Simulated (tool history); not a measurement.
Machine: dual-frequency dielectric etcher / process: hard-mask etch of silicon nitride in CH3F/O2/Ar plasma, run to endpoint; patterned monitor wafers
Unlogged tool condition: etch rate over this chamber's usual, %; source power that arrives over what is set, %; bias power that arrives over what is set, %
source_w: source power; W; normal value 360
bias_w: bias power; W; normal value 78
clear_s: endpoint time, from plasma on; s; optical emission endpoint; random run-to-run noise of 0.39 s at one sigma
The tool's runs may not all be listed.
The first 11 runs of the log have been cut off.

run,hour,source_w,bias_w,wafers since the last listed run,hours since the last wet clean,hours since the last source power generator calibration,hours since the last bias power generator calibration,hours since the last upper electrode change,"incoming incoming film thickness, nm",clear_s
12,128.1,360,59,102,402.6,4051.5,1679.4,4751.3,31.67,53.7
# hour 157: upper electrode replaced
13,157.5,320,78,81,432,4080.9,1708.8,0.5,31.71,50.5
14,160.6,360,78,46,435.1,4084,1711.9,3.6,31.57,48.4
15,174.5,410,66,209,449,4097.9,1725.8,17.5,31.47,48.7
16,190,400,87,234,464.5,4113.4,1741.3,33,31.81,44.9
# hour 217.7: wet clean of the chamber
17,218.2,290,85,63,0.5,4141.6,1769.5,61.2,31.46,48
18,218.5,360,78,4,0.8,4141.9,1769.8,61.5,31.65,47
19,227.7,390,86,138,10,4151.1,1779,70.7,31.48,43.9
20,245.7,360,62,271,28,4169.1,1797,88.7,31.47,49.5
21,254.9,360,78,138,37.2,4178.3,1806.2,97.9,31.42,46.5
22,261.6,360,78,101,43.9,4185,1812.9,104.6,31.7,46.6
23,268.3,290,65,101,50.6,4191.7,1819.6,111.3,31.48,52
24,276.2,310,68,119,58.5,4199.6,1827.5,119.2,31.48,51.2
# hour 284: bias power generator calibrated
# hour 290.8: source power generator calibrated
25,292.4,360,78,123,74.7,1.6,8.4,135.4,31.3,46.2
26,300.1,360,78,116,82.4,9.3,16.1,143.1,31.84,46.5
27,309.3,360,78,138,91.6,18.5,25.3,152.3,31.53,46.2
28,324.7,380,62,232,107,33.9,40.7,167.7,31.66,49.4
29,331,270,78,95,113.3,40.2,47,174,31.79,52.2
30,359.6,410,66,432,141.9,68.8,75.6,202.6,31.42,47
31,372.8,320,62,199,155.1,82,88.8,215.8,31.34,51.6
32,386.9,280,78,212,169.2,96.1,102.9,229.9,31.24,49.7
33,401.5,400,67,220,183.8,110.7,117.5,244.5,31.3,47.6
34,411.9,420,65,157,194.2,121.1,127.9,254.9,31.42,47.2

Each row is a separate what-if for the run after 34, all from the same tool condition, not one after another. Results?
A,412.3,360,78,6,194.6,121.5,128.3,255.3,31.12,?
B,412.3,430,62,6,194.6,121.5,128.3,255.3,31.12,?
C,412.3,390,83,6,194.6,121.5,128.3,255.3,31.12,?
D,412.3,450,78,6,194.6,121.5,128.3,255.3,31.12,?
E,412.3,310,62,6,194.6,121.5,128.3,255.3,31.12,?

run,clear_s
A,45.9
B,46.4
C,43.8
D,42.5
E,51.9
With no hidden state in the tool, these same runs would have given:
run,clear_s
A,45.1
B,45.5
C,43
D,41.7
E,50.9
